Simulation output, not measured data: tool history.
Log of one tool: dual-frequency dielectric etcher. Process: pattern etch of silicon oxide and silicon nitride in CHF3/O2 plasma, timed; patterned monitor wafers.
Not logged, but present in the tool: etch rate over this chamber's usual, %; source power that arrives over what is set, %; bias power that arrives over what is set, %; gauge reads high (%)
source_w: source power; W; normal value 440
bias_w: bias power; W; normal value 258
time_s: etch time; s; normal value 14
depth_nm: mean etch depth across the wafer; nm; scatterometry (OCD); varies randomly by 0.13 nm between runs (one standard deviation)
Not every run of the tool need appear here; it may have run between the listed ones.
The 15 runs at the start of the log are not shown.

| run | hour | source_w | bias_w | time_s | wafers since the last listed run | hours since the last wet clean | hours since the last source power generator calibration | hours since the last bias power generator calibration | hours since the last upper electrode change | hours since the gauge calibration | read-back reference wafer on the same gauge, depth_nm | depth_nm |
|---|---|---|---|---|---|---|---|---|---|---|---|---|
| 16 | 345.4 | 440 | 301 | 17.5 | 136 | 210.8 | 4011.6 | 154.4 | 4866.5 | 221.9 | 25.9 | 31.22 |
| 17 | 365.4 | 390 | 302 | 10.5 | 178 | 230.8 | 4031.6 | 174.4 | 4886.5 | 241.9 | 25.83 | 18.05 |
| 18 | 384.7 | 440 | 258 | 14 | 172 | 250.1 | 4050.9 | 193.7 | 4905.8 | 261.2 | 25.89 | 23.68 |
|  | 418.2 | upper electrode replaced |
| 19 | 418.7 | 390 | 258 | 14 | 89 | 284.1 | 4084.9 | 227.7 | 0.5 | 295.2 | 25.92 | 22.63 |
| 20 | 430.9 | 360 | 258 | 11 | 109 | 296.3 | 4097.1 | 239.9 | 12.7 | 307.4 | 25.87 | 17.15 |
|  | 453.2 | source power generator calibrated |
| 21 | 453.7 | 380 | 258 | 12.5 | 167 | 319.1 | 0.5 | 262.7 | 35.5 | 330.2 | 25.89 | 19.91 |
|  | 490 | wet clean of the chamber |
| 22 | 490.5 | 440 | 258 | 14 | 114 | 0.5 | 37.3 | 299.5 | 72.3 | 367 | 25.9 | 24.11 |
| 23 | 519.1 | 440 | 236 | 11 | 255 | 29.1 | 65.9 | 328.1 | 100.9 | 395.6 | 25.93 | 18.62 |
| 24 | 551.3 | 500 | 228 | 10 | 287 | 61.3 | 98.1 | 360.3 | 133.1 | 427.8 | 25.93 | 17.28 |
| 25 | 612.7 | 440 | 258 | 14 | 548 | 122.7 | 159.5 | 421.7 | 194.5 | 489.2 | 25.96 | 24.1 |
| 26 | 627.8 | 440 | 258 | 15 | 134 | 137.8 | 174.6 | 436.8 | 209.6 | 504.3 | 25.92 | 25.91 |
| 27 | 654.8 | 440 | 258 | 11.5 | 241 | 164.8 | 201.6 | 463.8 | 236.6 | 531.3 | 25.92 | 19.56 |
| 28 | 669.5 | 440 | 215 | 12.5 | 131 | 179.5 | 216.3 | 478.5 | 251.3 | 546 | 25.89 | 20.19 |
| 29 | 686.4 | 470 | 215 | 11.5 | 151 | 196.4 | 233.2 | 495.4 | 268.2 | 562.9 | 25.9 | 19.19 |
| 30 | 721 | 370 | 209 | 10 | 309 | 231 | 267.8 | 530 | 302.8 | 597.5 | 25.91 | 15.06 |

Branching from run 30: 4 alternative next runs. What would each branch give?
| A | 721.4 | 440 | 258 | 14 | 3 | 231.4 | 268.2 | 530.4 | 303.2 | 597.9 | ? | ? |
| B | 721.4 | 500 | 258 | 17.5 | 3 | 231.4 | 268.2 | 530.4 | 303.2 | 597.9 | ? | ? |
| C | 721.4 | 400 | 258 | 12 | 3 | 231.4 | 268.2 | 530.4 | 303.2 | 597.9 | ? | ? |
| D | 721.4 | 440 | 321 | 14 | 3 | 231.4 | 268.2 | 530.4 | 303.2 | 597.9 | ? | ? |

| run | read-back reference wafer on the same gauge, depth_nm | depth_nm |
|---|---|---|
| A | 25.91 | 23.73 |
| B | 25.91 | 31.08 |
| C | 25.91 | 19.65 |
| D | 25.91 | 25.44 |
Had the tool no hidden state, the same runs would have come out as:
| run | depth_nm |
|---|---|
| A | 24.09 |
| B | 31.54 |
| C | 19.95 |
| D | 25.82 |

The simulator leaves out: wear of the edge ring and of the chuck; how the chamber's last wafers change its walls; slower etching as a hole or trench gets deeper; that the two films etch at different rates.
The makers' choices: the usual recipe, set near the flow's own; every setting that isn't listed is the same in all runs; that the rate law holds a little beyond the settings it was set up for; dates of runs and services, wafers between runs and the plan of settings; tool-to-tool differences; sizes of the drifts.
